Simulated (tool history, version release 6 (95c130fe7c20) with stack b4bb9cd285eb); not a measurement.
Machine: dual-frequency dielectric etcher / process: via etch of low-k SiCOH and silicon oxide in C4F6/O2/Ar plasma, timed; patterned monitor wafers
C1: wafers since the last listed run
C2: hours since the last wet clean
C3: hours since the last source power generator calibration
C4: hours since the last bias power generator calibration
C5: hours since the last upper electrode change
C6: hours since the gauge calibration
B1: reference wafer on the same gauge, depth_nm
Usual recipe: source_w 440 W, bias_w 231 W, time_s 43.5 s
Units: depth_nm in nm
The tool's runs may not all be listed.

Run 1, hour 0: usual settings but source_w 370 W; C1 0; C2 309.3; C3 4790.4; C4 1995.4; C5 5217.9; C6 118.9; B1 135.2. Result: depth_nm 115.9 nm.
Run 2, hour 26.2: usual settings but source_w 370 W; C1 416; C2 335.5; C3 4816.6; C4 2021.6; C5 5244.1; C6 145.1; B1 135.2. Result: depth_nm 116.3 nm.
Run 3, hour 42.9: usual settings but source_w 370 W; C1 265; C2 352.2; C3 4833.3; C4 2038.3; C5 5260.8; C6 161.8; B1 135.3. Result: depth_nm 116 nm.
Run 4, hour 68.1: usual settings; C1 400; C2 377.4; C3 4858.5; C4 2063.5; C5 5286; C6 187; B1 135.4. Result: depth_nm 124.3 nm.
Run 5, hour 93.9: usual settings; C1 409; C2 403.2; C3 4884.3; C4 2089.3; C5 5311.8; C6 212.8; B1 135.5. Result: depth_nm 124.5 nm.
Run 6, hour 122.7: usual settings; C1 457; C2 432; C3 4913.1; C4 2118.1; C5 5340.6; C6 241.6; B1 135.5. Result: depth_nm 125 nm.
Run 7, hour 172.1: usual settings; C1 784; C2 481.4; C3 4962.5; C4 2167.5; C5 5390; C6 291; B1 135.6. Result: depth_nm 124.5 nm.
Run 8, hour 188.5: usual settings; C1 260; C2 497.8; C3 4978.9; C4 2183.9; C5 5406.4; C6 307.4; B1 135.8. Result: depth_nm 123.7 nm.
At hour 223.6: wet clean of the chamber.
Run 9, hour 224.1: usual settings but bias_w 215 W; C1 184; C2 0.5; C3 5014.5; C4 2219.5; C5 5442; C6 343; B1 135.7. Result: depth_nm 122.7 nm.
At hour 229.7: gauge calibrated.
Run 10, hour 236.3: usual settings but bias_w 215 W; C1 193; C2 12.7; C3 5026.7; C4 2231.7; C5 5454.2; C6 6.6; B1 134.4. Result: depth_nm 120.9 nm.
Run 11, hour 267.9: usual settings but time_s 46 s; C1 501; C2 44.3; C3 5058.3; C4 2263.3; C5 5485.8; C6 38.2; B1 134.7. Result: depth_nm 130.3 nm.
Run 12, hour 282.9: usual settings but source_w 380 W, time_s 53.5 s; C1 238; C2 59.3; C3 5073.3; C4 2278.3; C5 5500.8; C6 53.2; B1 134.9. Result: depth_nm 144.8 nm.
At hour 292.3: source power generator calibrated.
Run 13, hour 310.6: usual settings but bias_w 187 W, time_s 40.5 s; C1 376; C2 87; C3 18.3; C4 2306; C5 5528.5; C6 80.9; B1 135.1. Result: depth_nm 108.5 nm.
Run 14, hour 337.5: usual settings but bias_w 187 W, time_s 40.5 s; C1 427; C2 113.9; C3 45.2; C4 2332.9; C5 5555.4; C6 107.8; B1 135.5. Result: depth_nm 108.8 nm.
Run 15, hour 362.5: usual settings but source_w 480 W, bias_w 194 W, time_s 32.5 s; C1 397; C2 138.9; C3 70.2; C4 2357.9; C5 5580.4; C6 132.8; B1 135.6. Result: depth_nm 91.5 nm.
Run 16, hour 380.7: usual settings but bias_w 175 W, time_s 52 s; C1 289; C2 157.1; C3 88.4; C4 2376.1; C5 5598.6; C6 151; B1 135.7. Result: depth_nm 138.3 nm.
Run 17, hour 397.3: usual settings but bias_w 249 W, time_s 34.5 s; C1 263; C2 173.7; C3 105; C4 2392.7; C5 5615.2; C6 167.6; B1 135.8. Result: depth_nm 100.4 nm.
At hour 436.2: upper electrode replaced.
Run 18, hour 436.7: usual settings but time_s 39.5 s; C1 244; C2 213.1; C3 144.4; C4 2432.1; C5 0.5; C6 207; B1 135.9. Result: depth_nm 113.3 nm.
At hour 445.6: bias power generator calibrated.
Run 19, hour 446.1: usual settings but source_w 390 W, bias_w 207 W, time_s 49.5 s; C1 85; C2 222.5; C3 153.8; C4 0.5; C5 9.9; C6 216.4; B1 135.8. Result: depth_nm 131.8 nm.
Run 20, hour 461.9: usual settings but bias_w 212 W, time_s 50 s; C1 250; C2 238.3; C3 169.6; C4 16.3; C5 25.7; C6 232.2; B1 135.8. Result: depth_nm 140.4 nm.
Run 21, hour 479.4: usual settings but source_w 380 W, bias_w 210 W; C1 277; C2 255.8; C3 187.1; C4 33.8; C5 43.2; C6 249.7; B1 136. Result: depth_nm 115.5 nm.
Run 22, hour 509.7: usual settings but source_w 370 W; C1 481; C2 286.1; C3 217.4; C4 64.1; C5 73.5; C6 280; B1 136. Result: depth_nm 116.7 nm.
Run 23, hour 530.3: usual settings but source_w 410 W, bias_w 277 W, time_s 37.5 s; C1 327; C2 306.7; C3 238; C4 84.7; C5 94.1; C6 300.6; B1 136.1. Result: depth_nm 110.6 nm.
Run 24, hour 551.9: usual settings but bias_w 249 W, time_s 34.5 s; C1 343; C2 328.3; C3 259.6; C4 106.3; C5 115.7; C6 322.2; B1 136.2. Result: depth_nm 100.9 nm.
Run 25, hour 570.2: usual settings but source_w 380 W, time_s 53.5 s; C1 290; C2 346.6; C3 277.9; C4 124.6; C5 134; C6 340.5; B1 136.2. Result: depth_nm 145.1 nm.
Run 26, hour 591.9: usual settings; C1 344; C2 368.3; C3 299.6; C4 146.3; C5 155.7; C6 362.2; B1 136.1. Result: depth_nm 124.5 nm.
Run 27, hour 609.6: usual settings but bias_w 210 W, time_s 38 s; C1 281; C2 386; C3 317.3; C4 164; C5 173.4; C6 379.9; B1 136.1. Result: depth_nm 106.5 nm.
Run 28, hour 641.1: usual settings; C1 500; C2 417.5; C3 348.8; C4 195.5; C5 204.9; C6 411.4; B1 136.4. Result: depth_nm 125 nm.
At hour 646.1: gauge calibrated.
Run 29, hour 653.1: usual settings but source_w 380 W, bias_w 247 W; C1 190; C2 429.5; C3 360.8; C4 207.5; C5 216.9; C6 7; B1 134.2. Result: depth_nm 118.6 nm.

Per-run results on a tool with no hidden state, each run keeping its own random variation:
The hidden state here: etch rate over this chamber's usual, %; source power that arrives over what is set, %; bias power that arrives over what is set, %; gauge reads high (%).
run  depth_nm
  1       115
  2     115.3
  3     114.9
  4       123
  5     123.1
  6     123.5
  7     122.9
  8     122.1
  9     121.1
 10     120.6
 11     129.6
 12     143.8
 13     107.6
 14     107.6
 15      90.5
 16     136.6
 17      99.1
 18     111.7
 19       130
 20     138.3
 21     113.8
 22       115
 23     108.9
 24      99.3
 25     142.8
 26     122.6
 27     104.8
 28       123
 29     118.4
